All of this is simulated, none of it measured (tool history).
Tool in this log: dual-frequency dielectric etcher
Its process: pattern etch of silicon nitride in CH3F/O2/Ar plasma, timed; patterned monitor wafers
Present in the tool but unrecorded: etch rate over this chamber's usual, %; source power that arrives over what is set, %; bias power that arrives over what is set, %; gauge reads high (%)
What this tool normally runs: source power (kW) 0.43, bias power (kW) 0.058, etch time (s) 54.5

| run | hour | source power (kW) | bias power (kW) | etch time (s) | wafers since the last listed run | hours since the last wet clean | hours since the last source power generator calibration | hours since the last bias power generator calibration | hours since the last upper electrode change | hours since the gauge calibration | read-back reference wafer on the same gauge, depth_nm | mean etch depth across the wafer (nm) |
|---|---|---|---|---|---|---|---|---|---|---|---|---|
| 1 | 0 | 0.43 | 0.058 | 54.5 | 0 | 248.3 | 2008.2 | 4179.4 | 2269 | 209.5 | 39.38 | 38.57 |
| 2 | 23.9 | 0.43 | 0.058 | 54.5 | 265 | 272.2 | 2032.1 | 4203.3 | 2292.9 | 233.4 | 39.45 | 38.46 |
| 3 | 47.2 | 0.38 | 0.064 | 54.5 | 259 | 295.5 | 2055.4 | 4226.6 | 2316.2 | 256.7 | 39.39 | 38.01 |
| 4 | 69.5 | 0.38 | 0.064 | 54.5 | 248 | 317.8 | 2077.7 | 4248.9 | 2338.5 | 279 | 39.38 | 38.42 |
| 5 | 102.1 | 0.38 | 0.064 | 54.5 | 362 | 350.4 | 2110.3 | 4281.5 | 2371.1 | 311.6 | 39.37 | 38.55 |
| 6 | 120.4 | 0.43 | 0.064 | 54.5 | 203 | 368.7 | 2128.6 | 4299.8 | 2389.4 | 329.9 | 39.4 | 39.85 |
|  | 142.1 | bias power generator calibrated |
| 7 | 145.9 | 0.43 | 0.048 | 54.5 | 239 | 394.2 | 2154.1 | 3.8 | 2414.9 | 355.4 | 39.38 | 37.33 |
| 8 | 162.8 | 0.43 | 0.058 | 54.5 | 187 | 411.1 | 2171 | 20.7 | 2431.8 | 372.3 | 39.37 | 39.03 |
| 9 | 183 | 0.43 | 0.058 | 54.5 | 224 | 431.3 | 2191.2 | 40.9 | 2452 | 392.5 | 39.42 | 39.17 |
|  | 199.6 | source power generator calibrated |
|  | 216.3 | wet clean of the chamber |
| 10 | 216.8 | 0.43 | 0.058 | 54.5 | 145 | 0.5 | 17.2 | 74.7 | 2485.8 | 426.3 | 39.39 | 37.31 |
|  | 224.5 | gauge calibrated |
| 11 | 240.2 | 0.53 | 0.071 | 62 | 260 | 23.9 | 40.6 | 98.1 | 2509.2 | 15.7 | 39.4 | 47.56 |
| 12 | 262.8 | 0.47 | 0.066 | 54.5 | 251 | 46.5 | 63.2 | 120.7 | 2531.8 | 38.3 | 39.42 | 39.79 |
|  | 296.8 | upper electrode replaced |
| 13 | 297.3 | 0.46 | 0.044 | 40.5 | 116 | 81 | 97.7 | 155.2 | 0.5 | 72.8 | 39.39 | 26.93 |
| 14 | 312.1 | 0.51 | 0.058 | 62.5 | 164 | 95.8 | 112.5 | 170 | 15.3 | 87.6 | 39.36 | 45.73 |
| 15 | 344.7 | 0.39 | 0.053 | 54.5 | 362 | 128.4 | 145.1 | 202.6 | 47.9 | 120.2 | 39.4 | 36.06 |
| 16 | 377 | 0.39 | 0.058 | 54.5 | 359 | 160.7 | 177.4 | 234.9 | 80.2 | 152.5 | 39.41 | 36.75 |
| 17 | 392.6 | 0.43 | 0.058 | 42.5 | 173 | 176.3 | 193 | 250.5 | 95.8 | 168.1 | 39.35 | 29.42 |

Each row is a separate what-if for the run after 17, all from the same tool condition, not one after another. Results?
| A | 393 | 0.43 | 0.051 | 54.5 | 4 | 176.7 | 193.4 | 250.9 | 96.2 | 168.5 | ? | ? |
| B | 393 | 0.43 | 0.064 | 61 | 4 | 176.7 | 193.4 | 250.9 | 96.2 | 168.5 | ? | ? |
| C | 393 | 0.46 | 0.07 | 65 | 4 | 176.7 | 193.4 | 250.9 | 96.2 | 168.5 | ? | ? |
| D | 393 | 0.37 | 0.053 | 66.5 | 4 | 176.7 | 193.4 | 250.9 | 96.2 | 168.5 | ? | ? |

| run | read-back reference wafer on the same gauge, depth_nm | mean etch depth across the wafer (nm) |
|---|---|---|
| A | 39.38 | 36.82 |
| B | 39.38 | 43.5 |
| C | 39.38 | 48.41 |
| D | 39.38 | 43.31 |
Stripped of hidden state, with their random variation kept, the same runs would have yielded:
| run | mean etch depth across the wafer (nm) |
|---|---|
| A | 36.48 |
| B | 43.1 |
| C | 47.96 |
| D | 42.91 |
